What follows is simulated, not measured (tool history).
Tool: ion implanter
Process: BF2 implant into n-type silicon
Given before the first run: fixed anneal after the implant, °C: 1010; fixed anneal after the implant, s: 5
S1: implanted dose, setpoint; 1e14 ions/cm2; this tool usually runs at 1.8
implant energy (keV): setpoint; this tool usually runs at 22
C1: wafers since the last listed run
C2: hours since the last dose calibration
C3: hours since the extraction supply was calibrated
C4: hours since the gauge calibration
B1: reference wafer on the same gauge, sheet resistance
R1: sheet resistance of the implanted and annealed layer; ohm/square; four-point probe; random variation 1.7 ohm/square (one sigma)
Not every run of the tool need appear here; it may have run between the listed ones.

run 1 hour=0 | S1=1.51 implant_energy_(keV)=22 | C1=0 C2=2098.9 C3=3863.7 C4=420.1 | B1=489.27 | R1=686
run 2 hour=16 | S1=1.51 implant_energy_(keV)=22 | C1=247 C2=2114.9 C3=3879.7 C4=436.1 | B1=488.81 | R1=688.9
run 3 hour=37.8 | S1=1.8 implant_energy_(keV)=22 | C1=337 C2=2136.7 C3=3901.5 C4=457.9 | B1=488.45 | R1=589.94
run 4 hour=73.1 | S1=1.8 implant_energy_(keV)=22 | C1=546 C2=2172 C3=3936.8 C4=493.2 | B1=489.24 | R1=592.58
run 5 hour=96.1 | S1=1.8 implant_energy_(keV)=22 | C1=356 C2=2195 C3=3959.8 C4=516.2 | B1=489.29 | R1=591.7
run 6 hour=120.5 | S1=1.41 implant_energy_(keV)=22 | C1=378 C2=2219.4 C3=3984.2 C4=540.6 | B1=488.87 | R1=727.43
run 7 hour=151.6 | S1=1.41 implant_energy_(keV)=22 | C1=481 C2=2250.5 C3=4015.3 C4=571.7 | B1=488.91 | R1=731.7
run 8 hour=166 | S1=1.41 implant_energy_(keV)=22 | C1=223 C2=2264.9 C3=4029.7 C4=586.1 | B1=489.37 | R1=729.89
run 9 hour=185.8 | S1=1.8 implant_energy_(keV)=22 | C1=306 C2=2284.7 C3=4049.5 C4=605.9 | B1=488.78 | R1=594.26
run 10 hour=216 | S1=1.8 implant_energy_(keV)=22 | C1=467 C2=2314.9 C3=4079.7 C4=636.1 | B1=488.98 | R1=593.24
run 11 hour=248.6 | S1=1.8 implant_energy_(keV)=22 | C1=505 C2=2347.5 C3=4112.3 C4=668.7 | B1=489.27 | R1=593.36
run 12 hour=271 | S1=1.45 implant_energy_(keV)=22 | C1=347 C2=2369.9 C3=4134.7 C4=691.1 | B1=488.72 | R1=713.23
run 13 hour=299.8 | S1=1.95 implant_energy_(keV)=20 | C1=446 C2=2398.7 C3=4163.5 C4=719.9 | B1=488.94 | R1=559.14
run 14 hour=318.2 | S1=1.95 implant_energy_(keV)=20 | C1=285 C2=2417.1 C3=4181.9 C4=738.3 | B1=489.03 | R1=557.91
-- hour=334 Faraday cup replaced and dose calibrated
run 15 hour=345.1 | S1=1.95 implant_energy_(keV)=20 | C1=292 C2=11.1 C3=4208.8 C4=765.2 | B1=489.29 | R1=509.1
run 16 hour=361 | S1=1.8 implant_energy_(keV)=22 | C1=246 C2=27 C3=4224.7 C4=781.1 | B1=488.73 | R1=542.31
-- hour=373.8 gauge calibrated
run 17 hour=376 | S1=2.1 implant_energy_(keV)=24 | C1=232 C2=42 C3=4239.7 C4=2.2 | B1=489.32 | R1=475.55
run 18 hour=408.1 | S1=2.1 implant_energy_(keV)=24 | C1=497 C2=74.1 C3=4271.8 C4=34.3 | B1=488.99 | R1=471.97
run 19 hour=422.2 | S1=1.65 implant_energy_(keV)=29.5 | C1=218 C2=88.2 C3=4285.9 C4=48.4 | B1=489.18 | R1=569.26
run 20 hour=448.6 | S1=2.05 implant_energy_(keV)=25.5 | C1=409 C2=114.6 C3=4312.3 C4=74.8 | B1=488.71 | R1=483.96
run 21 hour=473.3 | S1=1.36 implant_energy_(keV)=24 | C1=382 C2=139.3 C3=4337 C4=99.5 | B1=489.09 | R1=684.26
run 22 hour=488.6 | S1=1.8 implant_energy_(keV)=22 | C1=237 C2=154.6 C3=4352.3 C4=114.8 | B1=489.11 | R1=544.2
run 23 hour=507.1 | S1=1.8 implant_energy_(keV)=22 | C1=286 C2=173.1 C3=4370.8 C4=133.3 | B1=489.34 | R1=546.57
-- hour=528 Faraday cup replaced and dose calibrated, repeated, since the last time left the tool worse
run 24 hour=531.8 | S1=1.8 implant_energy_(keV)=28.5 | C1=258 C2=3.8 C3=4395.5 C4=158 | B1=488.82 | R1=554
run 25 hour=551.3 | S1=1.32 implant_energy_(keV)=26 | C1=302 C2=23.3 C3=4415 C4=177.5 | B1=488.92 | R1=722.94
-- hour=568.1 extraction supply calibrated
run 26 hour=581.4 | S1=2.19 implant_energy_(keV)=28.5 | C1=342 C2=53.4 C3=13.3 C4=207.6 | B1=489.48 | R1=470.56
run 27 hour=614.6 | S1=2.22 implant_energy_(keV)=20 | C1=514 C2=86.6 C3=46.5 C4=240.8 | B1=489.22 | R1=483.1
run 28 hour=644.8 | S1=1.8 implant_energy_(keV)=22 | C1=467 C2=116.8 C3=76.7 C4=271 | B1=488.6 | R1=572.19
run 29 hour=670.3 | S1=1.41 implant_energy_(keV)=22 | C1=395 C2=142.3 C3=102.2 C4=296.5 | B1=489.17 | R1=710.14
run 30 hour=684.7 | S1=1.8 implant_energy_(keV)=22 | C1=223 C2=156.7 C3=116.6 C4=310.9 | B1=488.85 | R1=575.21
run 31 hour=713.8 | S1=2.05 implant_energy_(keV)=15 | C1=450 C2=185.8 C3=145.7 C4=340 | B1=488.83 | R1=537.17
run 32 hour=749.3 | S1=2.08 implant_energy_(keV)=29.5 | C1=550 C2=221.3 C3=181.2 C4=375.5 | B1=489.37 | R1=495.5
run 33 hour=764.7 | S1=1.49 implant_energy_(keV)=22 | C1=238 C2=236.7 C3=196.6 C4=390.9 | B1=488.85 | R1=678.03
run 34 hour=777.9 | S1=1.8 implant_energy_(keV)=22 | C1=204 C2=249.9 C3=209.8 C4=404.1 | B1=489.24 | R1=580.13
run 35 hour=801.8 | S1=1.31 implant_energy_(keV)=25 | C1=370 C2=273.8 C3=233.7 C4=428 | B1=489.14 | R1=740.47
run 36 hour=835.6 | S1=2.1 implant_energy_(keV)=17.5 | C1=523 C2=307.6 C3=267.5 C4=461.8 | B1=489.17 | R1=518

Exercise: give the hidden state of the tool at every run:
deviation of the true energy from its setpoint, %: 0, the same for each run
gauge reads high (%): 0, the same for each run
H1: deviation of the true dose from the Faraday cup's reading, %
run=1 H1=-3.57
run=2 H1=-3.57
run=3 H1=-3.58
run=4 H1=-3.59
run=5 H1=-3.6
run=6 H1=-3.61
run=7 H1=-3.62
run=8 H1=-3.62
run=9 H1=-3.63
run=10 H1=-3.63
run=11 H1=-3.64
run=12 H1=-3.65
run=13 H1=-3.65
run=14 H1=-3.66
run=15 H1=6.46
run=16 H1=6.37
run=17 H1=6.28
run=18 H1=6.11
run=19 H1=6.04
run=20 H1=5.91
run=21 H1=5.79
run=22 H1=5.72
run=23 H1=5.63
run=24 H1=0.649
run=25 H1=0.539
run=26 H1=0.375
run=27 H1=0.202
run=28 H1=0.0515
run=29 H1=-0.0712
run=30 H1=-0.139
run=31 H1=-0.271
run=32 H1=-0.426
run=33 H1=-0.491
run=34 H1=-0.545
run=35 H1=-0.642
run=36 H1=-0.773
